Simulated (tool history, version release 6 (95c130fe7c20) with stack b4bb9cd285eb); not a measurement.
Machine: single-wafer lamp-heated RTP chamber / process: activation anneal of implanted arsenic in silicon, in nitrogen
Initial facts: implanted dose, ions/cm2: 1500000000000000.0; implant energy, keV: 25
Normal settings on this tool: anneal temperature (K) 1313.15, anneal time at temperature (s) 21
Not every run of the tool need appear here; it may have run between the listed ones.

| run | hour | anneal temperature (K) | anneal time at temperature (s) | wafers since the last listed run | wafers since the last pyrometer calibration | wafers since the reflector plate was cleaned | hours since the gauge calibration | read-back reference wafer on the same gauge, sheet resistance | sheet resistance of the implanted and annealed layer (ohm/square) |
|---|---|---|---|---|---|---|---|---|---|
| 1 | 0.0 | 1303.15 | 16 | 0 | 2677 | 6808 | 335.7 | 78.18 | 99.57 |
| 2 | 13.8 | 1303.15 | 16 | 166 | 2844 | 6975 | 349.5 | 78.15 | 99.61 |
| 3 | 38.4 | 1303.15 | 16 | 297 | 3142 | 7272 | 374.1 | 78.20 | 100.68 |
| 4 | 67.5 | 1313.15 | 17 | 351 | 3493 | 7624 | 403.2 | 78.05 | 96.67 |
| 5 | 89.7 | 1313.15 | 17 | 268 | 3762 | 7893 | 425.4 | 78.04 | 95.58 |
| 6 | 166.7 | 1313.15 | 24 | 930 | 4693 | 8823 | 502.4 | 78.16 | 91.80 |
| 7 | 183.0 | 1313.15 | 24 | 197 | 4890 | 9020 | 518.7 | 77.95 | 92.87 |
| 8 | 197.4 | 1306.15 | 21 | 174 | 5064 | 9195 | 533.1 | 78.25 | 95.47 |
| 9 | 226.9 | 1333.15 | 21 | 356 | 5420 | 9551 | 562.6 | 77.90 | 87.73 |
| 10 | 241.0 | 1333.15 | 21 | 170 | 5591 | 9722 | 576.7 | 78.03 | 88.66 |
| 11 | 274.1 | 1333.15 | 21 | 400 | 5991 | 10122 | 609.8 | 78.00 | 89.05 |
|  | 288.6 | reflector plate cleaned |
| 12 | 299.4 | 1313.15 | 26 | 209 | 6200 | 130 | 635.1 | 78.05 | 92.84 |
|  | 301.4 | gauge calibrated |
| 13 | 311.9 | 1313.15 | 26 | 151 | 6351 | 281 | 10.5 | 78.01 | 92.96 |
| 14 | 345.7 | 1313.15 | 28 | 408 | 6760 | 689 | 44.3 | 77.90 | 92.18 |
| 15 | 365.7 | 1303.15 | 11 | 241 | 7002 | 931 | 64.3 | 78.11 | 104.06 |
|  | 399.1 | pyrometer window cleaned and pyrometer calibrated |
| 16 | 399.6 | 1313.15 | 24 | 313 | 6 | 1244 | 98.2 | 78.12 | 94.61 |
| 17 | 427.6 | 1329.15 | 29 | 338 | 344 | 1583 | 126.2 | 78.01 | 86.54 |
| 18 | 461.5 | 1313.15 | 21 | 409 | 754 | 1992 | 160.1 | 78.21 | 94.34 |
| 19 | 486.6 | 1291.15 | 21 | 303 | 1057 | 2296 | 185.2 | 78.17 | 100.00 |
| 20 | 513.6 | 1313.15 | 21 | 326 | 1384 | 2622 | 212.2 | 78.03 | 95.22 |
| 21 | 545.7 | 1285.15 | 12 | 388 | 1772 | 3010 | 244.3 | 78.16 | 108.24 |
| 22 | 571.6 | 1313.15 | 21 | 313 | 2085 | 3323 | 270.2 | 78.07 | 95.30 |
| 23 | 606.8 | 1296.15 | 21 | 425 | 2510 | 3749 | 305.4 | 78.03 | 98.70 |
| 24 | 668.4 | 1294.15 | 21 | 744 | 3255 | 4494 | 367.0 | 78.06 | 99.65 |
| 25 | 700.0 | 1341.15 | 17 | 382 | 3637 | 4876 | 398.6 | 78.19 | 89.83 |
| 26 | 716.8 | 1332.15 | 25 | 203 | 3840 | 5079 | 415.4 | 78.04 | 86.94 |
| 27 | 740.6 | 1325.15 | 15 | 287 | 4128 | 5367 | 439.2 | 78.06 | 94.57 |

Forecast each of these 3 alternatives for the next run:
| A | 741.0 | 1327.15 | 21 | 4 | 4133 | 5371 | 439.6 | ? | ? |
| B | 741.0 | 1313.15 | 15 | 4 | 4133 | 5371 | 439.6 | ? | ? |
| C | 741.0 | 1313.15 | 12 | 4 | 4133 | 5371 | 439.6 | ? | ? |

| run | read-back reference wafer on the same gauge, sheet resistance | sheet resistance of the implanted and annealed layer (ohm/square) |
|---|---|---|
| A | 78.20 | 89.94 |
| B | 78.20 | 97.15 |
| C | 78.20 | 99.47 |
Without the tool's unlogged condition, the same runs would have read:
| run | sheet resistance of the implanted and annealed layer (ohm/square) |
|---|---|
| A | 91.81 |
| B | 99.07 |
| C | 101.37 |
